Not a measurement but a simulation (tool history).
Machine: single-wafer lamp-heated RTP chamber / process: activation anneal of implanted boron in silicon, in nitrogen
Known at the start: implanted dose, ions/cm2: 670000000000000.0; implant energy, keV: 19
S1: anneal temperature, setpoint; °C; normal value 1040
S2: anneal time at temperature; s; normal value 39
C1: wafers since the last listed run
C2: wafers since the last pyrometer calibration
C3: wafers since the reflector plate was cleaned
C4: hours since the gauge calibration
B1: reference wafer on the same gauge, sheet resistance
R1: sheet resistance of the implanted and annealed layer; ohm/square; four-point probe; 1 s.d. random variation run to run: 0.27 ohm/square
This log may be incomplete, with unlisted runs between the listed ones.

run,hour,S1,S2,C1,C2,C3,C4,B1,R1
1,0,1040,39,0,2087,9410,202.2,146,178.13
2,20,1040,32,212,2299,9622,222.2,146.01,178.97
3,39.3,1056,39,204,2504,9827,241.5,145.96,177.53
# hour 48.9: gauge calibrated
4,63.2,1056,39,253,2758,10080,14.3,146.12,176.45
5,93.4,1056,39,320,3078,10401,44.5,146.02,176.97
6,108.9,1040,39,164,3242,10565,60,146,177.71
7,124.6,1040,39,166,3409,10732,75.7,145.96,178.24
# hour 134.8: pyrometer window cleaned and pyrometer calibrated
8,146.3,1050,49,145,122,10877,97.4,146.02,176.23
9,168.7,1049,55,237,359,11115,119.8,145.96,175.87
# hour 180.7: reflector plate cleaned
10,187,1040,56,109,468,67,138.1,146.05,176.95
11,203.7,1027,54,177,646,244,154.8,146.02,178.14
# hour 226.8: pyrometer window cleaned and pyrometer calibrated, repeated, since the last time left the tool worse
12,236.4,1057,24,262,102,506,187.5,146.08,179
# hour 241.6: gauge calibrated
13,265.4,1069,48,307,409,814,23.8,146.08,176.03
14,289.6,1014,20,256,666,1070,48,146,182.41
15,385.3,1040,39,1015,1681,2086,143.7,145.91,178.45

Branching from run 15: 3 alternative next runs. What would each branch give?
A,385.7,1062,39,4,1686,2090,144.1,?,?
B,385.7,1019,30,4,1686,2090,144.1,?,?
C,385.7,1061,46,4,1686,2090,144.1,?,?

run,B1,R1
A,146.1,176.98
B,146.1,180.89
C,146.1,176.44
Take away the tool's hidden state, keep each run's random variation, and the runs would have read:
run,R1
A,177.31
B,181.51
C,176.8

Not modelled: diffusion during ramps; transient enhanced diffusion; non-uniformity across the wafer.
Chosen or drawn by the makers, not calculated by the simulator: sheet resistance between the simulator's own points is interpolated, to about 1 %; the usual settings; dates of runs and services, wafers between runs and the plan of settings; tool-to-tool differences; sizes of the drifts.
